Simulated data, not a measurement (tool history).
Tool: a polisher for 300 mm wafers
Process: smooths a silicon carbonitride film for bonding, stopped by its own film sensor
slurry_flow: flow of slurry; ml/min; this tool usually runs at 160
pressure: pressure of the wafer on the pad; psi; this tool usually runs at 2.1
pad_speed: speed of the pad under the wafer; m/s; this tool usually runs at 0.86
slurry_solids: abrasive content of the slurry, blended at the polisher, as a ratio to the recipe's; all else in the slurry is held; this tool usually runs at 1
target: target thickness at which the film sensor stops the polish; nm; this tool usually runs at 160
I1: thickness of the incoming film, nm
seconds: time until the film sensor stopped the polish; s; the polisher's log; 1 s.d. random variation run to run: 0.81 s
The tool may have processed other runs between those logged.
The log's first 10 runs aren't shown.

Run 11, hour 604.4: usual settings; I1 180.2. Result: seconds 64.9 s.
At hour 657.7: slurry blender recalibrated.
Run 12, hour 674.9: usual settings; I1 179.4. Result: seconds 61.3 s.
At hour 745: head pressure recalibrated, repeated, since the last time left the tool worse.
At hour 763.3: worn pad replaced by a new one.
Run 13, hour 847.2: usual settings but slurry_flow 120 ml/min, slurry_solids 0.75; I1 181.3. Result: seconds 93 s.
Run 14, hour 903.6: usual settings; I1 180.9. Result: seconds 72.9 s.
Run 15, hour 948.2: usual settings but pressure 2.6 psi; I1 177.9. Result: seconds 50.4 s.
Run 16, hour 996.2: usual settings but pad_speed 1.06 m/s; I1 182.3. Result: seconds 66.2 s.
Run 17, hour 1045.1: usual settings but slurry_flow 200 ml/min, pad_speed 0.96 m/s, target 157 nm; I1 180.5. Result: seconds 72.9 s.
Run 18, hour 1095.4: usual settings but pressure 2.4 psi, slurry_solids 1.1; I1 176.5. Result: seconds 47.9 s.
Run 19, hour 1161.7: usual settings; I1 179.8. Result: seconds 69 s.
At hour 1172: slurry blender recalibrated.
At hour 1183.5: worn pad replaced by a new one.
At hour 1190.9: head pressure recalibrated.
At hour 1214.6: slurry nozzle cleaned.
Run 20, hour 1222.8: usual settings but pad_speed 0.98 m/s; I1 179.1. Result: seconds 61.3 s.
Run 21, hour 1284.3: usual settings; I1 178.9. Result: seconds 66.5 s.
Run 22, hour 1324.2: usual settings but slurry_flow 190 ml/min, target 154 nm; I1 182.7. Result: seconds 97.9 s.
Run 23, hour 1385.4: usual settings; I1 181.4. Result: seconds 74.6 s.
Run 24, hour 1417.9: usual settings; I1 182.6. Result: seconds 78.8 s.
Run 25, hour 1462.7: usual settings but slurry_flow 210 ml/min, pad_speed 0.78 m/s, slurry_solids 1.15; I1 182.6. Result: seconds 76.9 s.
Run 26, hour 1506: usual settings but pressure 1.5 psi, slurry_solids 0.85, target 165 nm; I1 180.2. Result: seconds 80.4 s.
Run 27, hour 1531.3: usual settings but slurry_flow 125 ml/min; I1 178.4. Result: seconds 65.8 s.
At hour 1576.4: slurry blender recalibrated.
Run 28, hour 1595.6: usual settings but slurry_flow 195 ml/min, pad_speed 0.7 m/s, target 158 nm; I1 180.7. Result: seconds 92.1 s.
Run 29, hour 1628.2: usual settings; I1 179.6. Result: seconds 68.4 s.
At hour 1661.5: worn pad replaced by a new one.
Run 30, hour 1683.3: usual settings but slurry_flow 175 ml/min; I1 176.9. Result: seconds 57.1 s.
At hour 1699.3: head pressure recalibrated.
Run 31, hour 1718.9: usual settings; I1 180.4. Result: seconds 72.1 s.

3 ways to go on from here, each from the tool as it stands after run 31. What would each give?
Run A, hour 1719.4: usual settings; I1 179.8. Result: seconds ?.
Run B, hour 1719.4: usual settings but pressure 2.7 psi, pad_speed 0.6 m/s; I1 179.8. Result: seconds ?.
Run C, hour 1719.4: usual settings but slurry_flow 145 ml/min, pressure 1.7 psi, slurry_solids 0.7; I1 179.8. Result: seconds ?.

run  seconds
  A     71.6
  B     74.3
  C    105.6
With the hidden condition removed and each run's random variation left untouched, the same runs would have given:
run  seconds
  A     72.7
  B     75.4
  C    107.1

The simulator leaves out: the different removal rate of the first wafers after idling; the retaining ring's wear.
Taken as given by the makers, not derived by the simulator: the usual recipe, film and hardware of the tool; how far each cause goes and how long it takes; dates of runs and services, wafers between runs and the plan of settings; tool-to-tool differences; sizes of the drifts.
